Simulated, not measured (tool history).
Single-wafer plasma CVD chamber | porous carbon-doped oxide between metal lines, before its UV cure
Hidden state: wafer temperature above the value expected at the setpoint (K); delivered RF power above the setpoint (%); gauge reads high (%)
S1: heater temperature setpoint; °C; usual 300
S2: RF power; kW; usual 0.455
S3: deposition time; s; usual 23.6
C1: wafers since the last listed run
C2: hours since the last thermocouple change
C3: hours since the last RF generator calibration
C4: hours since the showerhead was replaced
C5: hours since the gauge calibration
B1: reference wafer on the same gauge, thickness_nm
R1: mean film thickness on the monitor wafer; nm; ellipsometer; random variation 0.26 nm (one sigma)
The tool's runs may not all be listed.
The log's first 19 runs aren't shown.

{"run": 20, "hour": 1521.5, "S1": 300, "S2": 0.425, "S3": 25.1, "C1": 1579, "C2": 310.8, "C3": 582.1, "C4": 374.9, "C5": 536, "B1": 98.032, "R1": 118.303}
{"run": 21, "hour": 1590.1, "S1": 300, "S2": 0.43, "S3": 19.4, "C1": 1180, "C2": 379.4, "C3": 650.7, "C4": 443.5, "C5": 604.6, "B1": 98.022, "R1": 92.942}
{"run": 22, "hour": 1696.0, "S1": 307, "S2": 0.41, "S3": 19.4, "C1": 1822, "C2": 485.3, "C3": 756.6, "C4": 549.4, "C5": 710.5, "B1": 98, "R1": 86.33}
{"run": 23, "hour": 1788.5, "S1": 291, "S2": 0.545, "S3": 23.6, "C1": 1591, "C2": 577.8, "C3": 849.1, "C4": 641.9, "C5": 803, "B1": 98.027, "R1": 139.518}
{"run": 24, "hour": 1894.2, "S1": 307, "S2": 0.415, "S3": 23.6, "C1": 1818, "C2": 683.5, "C3": 954.8, "C4": 747.6, "C5": 908.7, "B1": 98.016, "R1": 104.844}
{"run": 25, "hour": 1938.5, "S1": 290, "S2": 0.455, "S3": 23.6, "C1": 762, "C2": 727.8, "C3": 999.1, "C4": 791.9, "C5": 953, "B1": 98.065, "R1": 123.039}
{"run": 26, "hour": 2044.9, "S1": 295, "S2": 0.545, "S3": 20.2, "C1": 1830, "C2": 834.2, "C3": 1105.5, "C4": 898.3, "C5": 1059.4, "B1": 97.941, "R1": 117.062}
{"run": 27, "hour": 2111.5, "S1": 300, "S2": 0.455, "S3": 23.6, "C1": 1145, "C2": 900.8, "C3": 1172.1, "C4": 964.9, "C5": 1126, "B1": 97.925, "R1": 116.575}
{"run": 28, "hour": 2182.4, "S1": 300, "S2": 0.455, "S3": 23.6, "C1": 1219, "C2": 971.7, "C3": 1243, "C4": 1035.8, "C5": 1196.9, "B1": 98.022, "R1": 116.903}
{"run": 29, "hour": 2283.4, "S1": 313, "S2": 0.54, "S3": 25.7, "C1": 1737, "C2": 1072.7, "C3": 1344, "C4": 1136.8, "C5": 1297.9, "B1": 97.94, "R1": 134.643}
{"run": 30, "hour": 2329.2, "S1": 312, "S2": 0.375, "S3": 23.6, "C1": 788, "C2": 1118.5, "C3": 1389.8, "C4": 1182.6, "C5": 1343.7, "B1": 97.974, "R1": 93.236}
{"run": 31, "hour": 2365.9, "S1": 307, "S2": 0.395, "S3": 25.2, "C1": 631, "C2": 1155.2, "C3": 1426.5, "C4": 1219.3, "C5": 1380.4, "B1": 97.989, "R1": 106.948}
{"run": 32, "hour": 2445.1, "S1": 300, "S2": 0.455, "S3": 23.6, "C1": 1362, "C2": 1234.4, "C3": 1505.7, "C4": 1298.5, "C5": 1459.6, "B1": 98.019, "R1": 116.467}
{"run": 33, "hour": 2501.7, "S1": 307, "S2": 0.375, "S3": 21.3, "C1": 973, "C2": 1291, "C3": 1562.3, "C4": 1355.1, "C5": 1516.2, "B1": 98.052, "R1": 86.492}
{"run": 34, "hour": 2556.5, "S1": 300, "S2": 0.5, "S3": 27, "C1": 942, "C2": 1345.8, "C3": 1617.1, "C4": 1409.9, "C5": 1571, "B1": 97.988, "R1": 142.016}
{"run": 35, "hour": 2607.3, "S1": 300, "S2": 0.455, "S3": 25.2, "C1": 874, "C2": 1396.6, "C3": 1667.9, "C4": 1460.7, "C5": 1621.8, "B1": 98.035, "R1": 123.813}

Forecast each of these 3 alternatives for the next run:
{"run": "A", "hour": 2607.7, "S1": 300, "S2": 0.455, "S3": 27.9, "C1": 6, "C2": 1397, "C3": 1668.3, "C4": 1461.1, "C5": 1622.2, "B1": "?", "R1": "?"}
{"run": "B", "hour": 2607.7, "S1": 300, "S2": 0.455, "S3": 26.5, "C1": 6, "C2": 1397, "C3": 1668.3, "C4": 1461.1, "C5": 1622.2, "B1": "?", "R1": "?"}
{"run": "C", "hour": 2607.7, "S1": 289, "S2": 0.525, "S3": 24.9, "C1": 6, "C2": 1397, "C3": 1668.3, "C4": 1461.1, "C5": 1622.2, "B1": "?", "R1": "?"}

run=A B1=98.012 R1=136.537
run=B B1=98.012 R1=129.896
run=C B1=98.012 R1=143.231
Without the tool's hidden state the same runs would have given:
run=A R1=141.069
run=B R1=134.208
run=C R1=148.078
